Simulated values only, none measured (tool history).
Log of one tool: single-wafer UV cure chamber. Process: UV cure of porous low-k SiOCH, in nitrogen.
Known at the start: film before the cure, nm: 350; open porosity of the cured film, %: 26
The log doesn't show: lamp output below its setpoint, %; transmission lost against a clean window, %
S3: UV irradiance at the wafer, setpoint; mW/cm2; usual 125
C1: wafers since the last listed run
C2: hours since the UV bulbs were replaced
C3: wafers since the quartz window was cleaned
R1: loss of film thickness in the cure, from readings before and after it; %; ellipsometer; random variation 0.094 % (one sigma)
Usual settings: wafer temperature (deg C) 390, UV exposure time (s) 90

Run 1, hour 0: usual settings; C1 0; C2 1627.2; C3 493. Result: R1 9.178 %.
Run 2, hour 92.9: usual settings; C1 482; C2 1720.1; C3 976. Result: R1 9.028 %.
Run 3, hour 182.9: usual settings; C1 467; C2 1810.1; C3 1444. Result: R1 8.979 %.
Run 4, hour 252.9: usual settings; C1 363; C2 1880.1; C3 1807. Result: R1 8.879 %.
Run 5, hour 357.5: usual settings but wafer temperature (deg C) 394; C1 543; C2 1984.7; C3 2351. Result: R1 8.927 %.
Run 6, hour 413.4: usual settings but wafer temperature (deg C) 394; C1 290; C2 2040.6; C3 2641. Result: R1 8.967 %.
Run 7, hour 457.5: usual settings but wafer temperature (deg C) 394; C1 229; C2 2084.7; C3 2870. Result: R1 8.883 %.
Run 8, hour 547.3: usual settings; C1 466; C2 2174.5; C3 3337. Result: R1 8.754 %.
Run 9, hour 647.4: usual settings but UV exposure time (s) 115; C1 520; C2 2274.6; C3 3857. Result: R1 9.886 %.
At hour 741.8: quartz window cleaned.
Run 10, hour 784.7: usual settings but UV exposure time (s) 115; C1 671; C2 2411.9; C3 223. Result: R1 10.287 %.
Run 11, hour 872.1: usual settings but wafer temperature (deg C) 371, UV exposure time (s) 55, S3 93 mW/cm2; C1 454; C2 2499.3; C3 677. Result: R1 5.461 %.
Run 12, hour 963.7: usual settings but wafer temperature (deg C) 402, UV exposure time (s) 125, S3 111 mW/cm2; C1 475; C2 2590.9; C3 1153. Result: R1 10.163 %.
Run 13, hour 1210.7: usual settings but S3 89 mW/cm2; C1 1283; C2 2837.9; C3 2436. Result: R1 7.312 %.
Run 14, hour 1254.4: usual settings but wafer temperature (deg C) 397; C1 227; C2 2881.6; C3 2663. Result: R1 8.777 %.
At hour 1314.6: UV bulbs replaced.
Run 15, hour 1315.1: usual settings but wafer temperature (deg C) 398, S3 160 mW/cm2; C1 273; C2 0.5; C3 2937. Result: R1 9.869 %.
Run 16, hour 1371.4: usual settings but UV exposure time (s) 115; C1 292; C2 56.8; C3 3230. Result: R1 9.784 %.
Run 17, hour 1501.5: usual settings but wafer temperature (deg C) 399, UV exposure time (s) 135, S3 96 mW/cm2; C1 676; C2 186.9; C3 3906. Result: R1 9.299 %.
Run 18, hour 1602.8: usual settings; C1 526; C2 288.2; C3 4432. Result: R1 8.604 %.
At hour 1658.7: quartz window cleaned.
Run 19, hour 1687.2: usual settings; C1 397; C2 372.6; C3 148. Result: R1 9.407 %.
Run 20, hour 1730.6: usual settings but wafer temperature (deg C) 395, UV exposure time (s) 125, S3 96 mW/cm2; C1 225; C2 416; C3 373. Result: R1 9.502 %.

Forecast each of these 3 alternatives for the next run:
Run A, hour 1731.1: usual settings; C1 2; C2 416.5; C3 376. Result: R1 ?.
Run B, hour 1731.1: usual settings but S3 101 mW/cm2; C1 2; C2 416.5; C3 376. Result: R1 ?.
Run C, hour 1731.1: usual settings but wafer temperature (deg C) 406, UV exposure time (s) 115, S3 89 mW/cm2; C1 2; C2 416.5; C3 376. Result: R1 ?.

run     R1
  A  9.188
  B  8.229
  C   9.04
Without the tool's hidden state the same runs would have given:
run     R1
  A  9.403
  B  8.439
  C  9.254
